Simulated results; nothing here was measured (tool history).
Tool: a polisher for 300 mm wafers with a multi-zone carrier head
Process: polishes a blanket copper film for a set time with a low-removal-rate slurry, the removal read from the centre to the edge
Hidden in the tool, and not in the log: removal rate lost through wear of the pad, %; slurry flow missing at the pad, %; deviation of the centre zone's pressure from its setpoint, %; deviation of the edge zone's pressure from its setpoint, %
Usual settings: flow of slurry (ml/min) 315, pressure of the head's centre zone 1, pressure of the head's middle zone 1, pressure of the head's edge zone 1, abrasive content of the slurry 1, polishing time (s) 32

run    hour  flow of slurry (ml/min)  pressure of the head's centre zone  pressure of the head's middle zone  pressure of the head's edge zone  abrasive content of the slurry  polishing time (s)  wafers since the last listed run  wafers polished on this pad  hours since the slurry nozzle was cleaned  hours since the centre zone pressure was calibrated  hours since the edge zone pressure was calibrated  hours since the carrier head's membrane was replaced  incoming thickness of the incoming film, nm  film removed at the wafer's centre (nm)  film removed at mid-radius (nm)  film removed at the wafer's edge (nm)
  1       0                      315                                   1                                   1                                 1                               1                  32                                 0                          557                                      234.6                                                437.7                                               49.1                                                 587.3                                       1210.8                                     89.1                             85.3                                   88.1
  2    36.4                      315                                   1                                   1                                 1                               1                  32                               279                          837                                        271                                                474.1                                               85.5                                                 623.7                                       1236.6                                     85.2                             83.9                                   85.6
       74.3  -- centre zone pressure recalibrated
  3   132.3                      315                                   1                                   1                                 1                               1                  32                               720                         1558                                      366.9                                                   58                                              181.4                                                 719.6                                       1230.7                                     86.9                             81.6                                   82.6
  4   227.3                      315                                   1                                   1                                 1                               1                  32                               729                         2287                                      461.9                                                  153                                              276.4                                                 814.6                                       1222.5                                     84.4                             80.9                                   83.2
      263.4  -- worn pad replaced by a new one
  5   291.3                      315                                   1                                   1                                 1                               1                  32                               460                          214                                      525.9                                                  217                                              340.4                                                 878.6                                       1209.7                                       93                             90.3                                   93.4
      309.2  -- slurry nozzle cleaned
      324.4  -- edge zone pressure recalibrated
  6   370.9                      315                                   1                                   1                                 1                               1                  32                               587                          802                                       61.7                                                296.6                                               46.5                                                 958.2                                       1198.3                                     87.3                               84                                   88.8
      622.6  -- centre zone pressure recalibrated
      642.6  -- worn pad replaced by a new one
  7   654.2                      315                                   1                                   1                                 1                               1                  32                              2128                           88                                        345                                                 31.6                                              329.8                                                1241.5                                       1216.9                                     93.7                               88                                   93.9
      709.2  -- edge zone pressure recalibrated
  8   725.6                      315                                   1                                   1                                 1                               1                  32                               532                          621                                      416.4                                                  103                                               16.4                                                1312.9                                       1241.3                                     86.4                             85.8                                   88.1
  9   816.7                      315                                   1                                   1                                 1                               1                  32                               699                         1321                                      507.5                                                194.1                                              107.5                                                  1404                                       1220.3                                     85.7                             81.3                                   83.4
 10   922.9                      315                                   1                                   1                                 1                               1                  32                               815                         2136                                      613.7                                                300.3                                              213.7                                                1510.2                                         1216                                     81.7                               81                                   82.2
      925.4  -- slurry nozzle cleaned
 11  1014.3                      280                                   1                                0.95                              1.05                            1.25                  32                               693                         2830                                       88.9                                                391.7                                              305.1                                                1601.6                                       1231.8                                     84.8                               79                                   86.4
     1050.9  -- worn pad replaced by a new one
 12  1104.5                      345                                   1                                   1                                 1                             1.1                  35                               661                          411                                      179.1                                                481.9                                              395.3                                                1691.8                                         1231                                    100.8                            100.8                                  100.9
     1142.8  -- centre zone pressure recalibrated
 13  1164.8                      280                                   1                                1.09                                 1                             1.2                  43                               447                          858                                      239.4                                                   22                                              455.6                                                1752.1                                       1218.9                                    122.8                            127.8                                  120.7
     1199.4  -- edge zone pressure recalibrated
     1220.9  -- carrier head's membrane replaced by a new one
 14  1232.1                      240                                   1                                   1                              1.07                            0.85                  32                               462                         1321                                      306.7                                                 89.3                                               32.7                                                  11.2                                         1220                                     81.8                             78.8                                   83.8
 15  1270.2                      345                                   1                                   1                                 1                             1.1                  35                               292                         1613                                      344.8                                                127.4                                               70.8                                                  49.3                                       1222.7                                     97.3                             93.4                                   94.7
 16  1343.9                      315                                   1                                   1                              0.91                             0.8                  32                               565                         2179                                      418.5                                                201.1                                              144.5                                                   123                                       1212.2                                     82.6                             79.6                                   79.1
 17  1415.8                      380                                   1                                   1                              1.11                             0.8                  35                               551                         2731                                      490.4                                                  273                                              216.4                                                 194.9                                       1222.4                                     88.9                             86.4                                   94.7
     1432.2  -- worn pad replaced by a new one
 18  1499.2                      315                                   1                                1.12                              1.11                               1                  32                               609                          514                                      573.8                                                356.4                                              299.8                                                 278.3                                       1229.6                                       94                               97                                   95.2
       1529  -- slurry nozzle cleaned
 19  1591.5                      265                                 1.1                                   1                              0.89                            0.75                  32                               700                         1214                                       62.5                                                448.7                                              392.1                                                 370.6                                         1199                                     90.5                             80.9                                     78
     1596.6  -- edge zone pressure recalibrated
       1614  -- centre zone pressure recalibrated
 20    1629                      420                                1.06                                0.96                                 1                               1                  24                               257                         1472                                        100                                                   15                                               32.4                                                 408.1                                       1221.1                                     70.1                             61.9                                   66.1
       1802  -- worn pad replaced by a new one
 21  1838.8                      315                                   1                                1.12                              1.11                               1                  32                              1579                          282                                      309.8                                                224.8                                              242.2                                                 617.9                                       1213.3                                     92.4                               98                                   98.6

Forecast each of these 3 alternatives for the next run:
  A  1839.2                      250                                   1                                   1                                 1                               1                  32                                 3                          285                                      310.2                                                225.2                                              242.6                                                 618.3                                       1216.9                                        ?                                ?                                      ?
  B  1839.2                      280                                1.11                                   1                                 1                               1                  32                                 3                          285                                      310.2                                                225.2                                              242.6                                                 618.3                                       1216.9                                        ?                                ?                                      ?
  C  1839.2                      315                                   1                                   1                                 1                               1                  39                                 3                          285                                      310.2                                                225.2                                              242.6                                                 618.3                                       1216.9                                        ?                                ?                                      ?

run  film removed at the wafer's centre (nm)  film removed at mid-radius (nm)  film removed at the wafer's edge (nm)
  A                                     89.9                             88.9                                   92.4
  B                                    101.2                               90                                   93.2
  C                                    112.4                              111                                  114.6
Without the tool's hidden state the same runs would have given:
run  film removed at the wafer's centre (nm)  film removed at mid-radius (nm)  film removed at the wafer's edge (nm)
  A                                     93.2                             92.2                                   95.8
  B                                    104.9                             93.3                                   96.7
  C                                    116.5                              115                                  118.8
